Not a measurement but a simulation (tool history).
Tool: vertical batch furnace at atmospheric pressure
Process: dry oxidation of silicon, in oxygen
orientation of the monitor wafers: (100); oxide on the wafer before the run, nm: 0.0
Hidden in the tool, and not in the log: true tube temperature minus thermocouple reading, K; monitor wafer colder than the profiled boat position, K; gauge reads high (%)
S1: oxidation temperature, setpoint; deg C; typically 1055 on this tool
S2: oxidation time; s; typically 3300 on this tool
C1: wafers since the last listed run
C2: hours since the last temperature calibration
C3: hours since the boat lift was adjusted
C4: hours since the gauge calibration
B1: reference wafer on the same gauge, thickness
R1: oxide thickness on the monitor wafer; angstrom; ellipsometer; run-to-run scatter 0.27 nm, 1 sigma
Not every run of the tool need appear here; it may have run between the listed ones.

run,hour,S1,S2,C1,C2,C3,C4,B1,R1
1,0.0,1055,3300,0,2367.5,2000.5,574.7,63.22,764.7
2,65.6,1055,3300,1018,2433.1,2066.1,640.3,63.15,764.8
3,125.7,1060,3300,933,2493.2,2126.2,700.4,63.20,794.2
4,197.6,1060,3300,1116,2565.1,2198.1,772.3,63.19,795.9
5,245.4,1060,3300,742,2612.9,2245.9,820.1,63.20,797.9
6,290.6,1055,3300,701,2658.1,2291.1,865.3,63.20,757.6
7,350.8,1037,3300,934,2718.3,2351.3,925.5,63.17,652.3
8,385.5,1055,3960,538,2753.0,2386.0,960.2,63.22,848.3
9,586.8,1055,3960,3125,2954.3,2587.3,1161.5,63.19,853.6
10,657.1,1055,3960,1091,3024.6,2657.6,1231.8,63.19,854.2
11,725.5,1055,3300,1061,3093.0,2726.0,1300.2,63.19,763.0
12,777.8,1055,3300,811,3145.3,2778.3,1352.5,63.22,759.1
# hour 815.3: boat lift adjusted
13,849.5,1055,3300,740,3217.0,34.2,1424.2,63.20,733.5
# hour 901.3: thermocouples replaced and temperature profile calibrated
14,901.8,1055,3300,439,0.5,86.5,1476.5,63.20,740.7
15,920.4,1062,3300,288,19.1,105.1,1495.1,63.21,785.9
16,952.4,1055,3300,496,51.1,137.1,1527.1,63.25,739.9
17,991.3,1055,2430,603,90.0,176.0,1566.0,63.18,613.2
18,1042.6,1055,2760,796,141.3,227.3,1617.3,63.19,659.1
# hour 1067.0: boat lift adjusted, repeated, since the last time left the tool worse
19,1067.5,1055,3300,13,166.2,0.5,1642.2,63.21,770.9
# hour 1117.1: gauge calibrated
20,1137.7,1055,4650,1089,236.4,70.7,20.6,63.20,958.2
21,1167.8,1035,4320,467,266.5,100.8,50.7,63.17,777.7
22,1221.8,1078,4320,838,320.5,154.8,104.7,63.16,1104.3
23,1263.8,1055,1830,652,362.5,196.8,146.7,63.20,536.2
24,1328.9,1055,3300,1010,427.6,261.9,211.8,63.17,770.6

For run 25, what comes out?
25,1380.1,1065,2160,794,478.8,313.1,263.0,?,?

B1: 63.23
R1: 647.1 angstrom
On a tool with no hidden condition, and with the same random variation, this run would have come out at R1 647.4 angstrom.

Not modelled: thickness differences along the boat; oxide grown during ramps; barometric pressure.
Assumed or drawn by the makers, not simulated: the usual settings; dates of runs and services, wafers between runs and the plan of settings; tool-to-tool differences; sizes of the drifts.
